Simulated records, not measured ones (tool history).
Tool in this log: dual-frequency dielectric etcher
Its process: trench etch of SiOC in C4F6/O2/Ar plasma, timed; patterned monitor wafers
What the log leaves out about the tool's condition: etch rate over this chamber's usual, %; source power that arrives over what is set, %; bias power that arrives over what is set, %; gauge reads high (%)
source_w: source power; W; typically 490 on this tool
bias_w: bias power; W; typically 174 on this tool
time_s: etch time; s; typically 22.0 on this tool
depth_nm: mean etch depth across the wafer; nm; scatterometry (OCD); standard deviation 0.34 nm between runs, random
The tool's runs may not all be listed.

| run | hour | source_w | bias_w | time_s | wafers since the last listed run | hours since the last wet clean | hours since the last source power generator calibration | hours since the last bias power generator calibration | hours since the last upper electrode change | hours since the gauge calibration | read-back reference wafer on the same gauge, depth_nm | depth_nm |
|---|---|---|---|---|---|---|---|---|---|---|---|---|
| 1 | 0.0 | 520 | 174 | 17.5 | 0 | 383.1 | 2478.5 | 4593.2 | 2368.9 | 89.8 | 51.95 | 39.53 |
| 2 | 14.5 | 490 | 155 | 22.0 | 181 | 397.6 | 2493.0 | 4607.7 | 2383.4 | 104.3 | 52.21 | 47.24 |
| 3 | 21.5 | 490 | 155 | 22.0 | 87 | 404.6 | 2500.0 | 4614.7 | 2390.4 | 111.3 | 52.05 | 47.35 |
| 4 | 32.5 | 490 | 155 | 22.0 | 137 | 415.6 | 2511.0 | 4625.7 | 2401.4 | 122.3 | 52.04 | 46.66 |
| 5 | 49.9 | 490 | 174 | 23.5 | 217 | 433.0 | 2528.4 | 4643.1 | 2418.8 | 139.7 | 52.14 | 52.40 |
| 6 | 59.9 | 490 | 174 | 23.5 | 124 | 443.0 | 2538.4 | 4653.1 | 2428.8 | 149.7 | 52.24 | 51.90 |
| 7 | 71.7 | 490 | 174 | 23.5 | 147 | 454.8 | 2550.2 | 4664.9 | 2440.6 | 161.5 | 52.05 | 51.59 |
| 8 | 81.8 | 490 | 174 | 22.0 | 126 | 464.9 | 2560.3 | 4675.0 | 2450.7 | 171.6 | 52.09 | 47.81 |
| 9 | 89.6 | 490 | 174 | 22.0 | 97 | 472.7 | 2568.1 | 4682.8 | 2458.5 | 179.4 | 51.95 | 49.25 |
| 10 | 106.8 | 490 | 174 | 22.0 | 214 | 489.9 | 2585.3 | 4700.0 | 2475.7 | 196.6 | 52.13 | 48.50 |
|  | 116.8 | bias power generator calibrated |
| 11 | 117.3 | 490 | 174 | 22.0 | 81 | 500.4 | 2595.8 | 0.5 | 2486.2 | 207.1 | 52.16 | 48.79 |
| 12 | 131.3 | 490 | 150 | 24.0 | 174 | 514.4 | 2609.8 | 14.5 | 2500.2 | 221.1 | 52.08 | 51.03 |
| 13 | 148.6 | 490 | 133 | 22.0 | 216 | 531.7 | 2627.1 | 31.8 | 2517.5 | 238.4 | 52.12 | 44.89 |
| 14 | 161.1 | 490 | 174 | 22.0 | 156 | 544.2 | 2639.6 | 44.3 | 2530.0 | 250.9 | 52.14 | 48.38 |
| 15 | 178.3 | 410 | 160 | 25.5 | 214 | 561.4 | 2656.8 | 61.5 | 2547.2 | 268.1 | 52.23 | 51.43 |
|  | 186.7 | source power generator calibrated |
|  | 203.4 | upper electrode replaced |
|  | 225.6 | wet clean of the chamber |
| 16 | 226.1 | 380 | 158 | 23.5 | 61 | 0.5 | 39.4 | 109.3 | 22.7 | 315.9 | 52.15 | 46.88 |
| 17 | 226.4 | 390 | 160 | 27.0 | 3 | 0.8 | 39.7 | 109.6 | 23.0 | 316.2 | 52.12 | 53.94 |
| 18 | 226.7 | 490 | 174 | 22.0 | 3 | 1.1 | 40.0 | 109.9 | 23.3 | 316.5 | 52.07 | 48.89 |
| 19 | 227.0 | 450 | 160 | 26.5 | 3 | 1.4 | 40.3 | 110.2 | 23.6 | 316.8 | 52.00 | 55.98 |
| 20 | 235.9 | 580 | 207 | 15.5 | 111 | 10.3 | 49.2 | 119.1 | 32.5 | 325.7 | 52.07 | 37.75 |

Predict the results of run 21:
| 21 | 250.6 | 560 | 174 | 17.5 | 183 | 25.0 | 63.9 | 133.8 | 47.2 | 340.4 | ? | ? |

read-back reference wafer on the same gauge, depth_nm: 52.15
depth_nm: 40.52 nm
Take away the tool's hidden state, keep the run-to-run variation as it was, and the same run would have given depth_nm 40.52 nm.

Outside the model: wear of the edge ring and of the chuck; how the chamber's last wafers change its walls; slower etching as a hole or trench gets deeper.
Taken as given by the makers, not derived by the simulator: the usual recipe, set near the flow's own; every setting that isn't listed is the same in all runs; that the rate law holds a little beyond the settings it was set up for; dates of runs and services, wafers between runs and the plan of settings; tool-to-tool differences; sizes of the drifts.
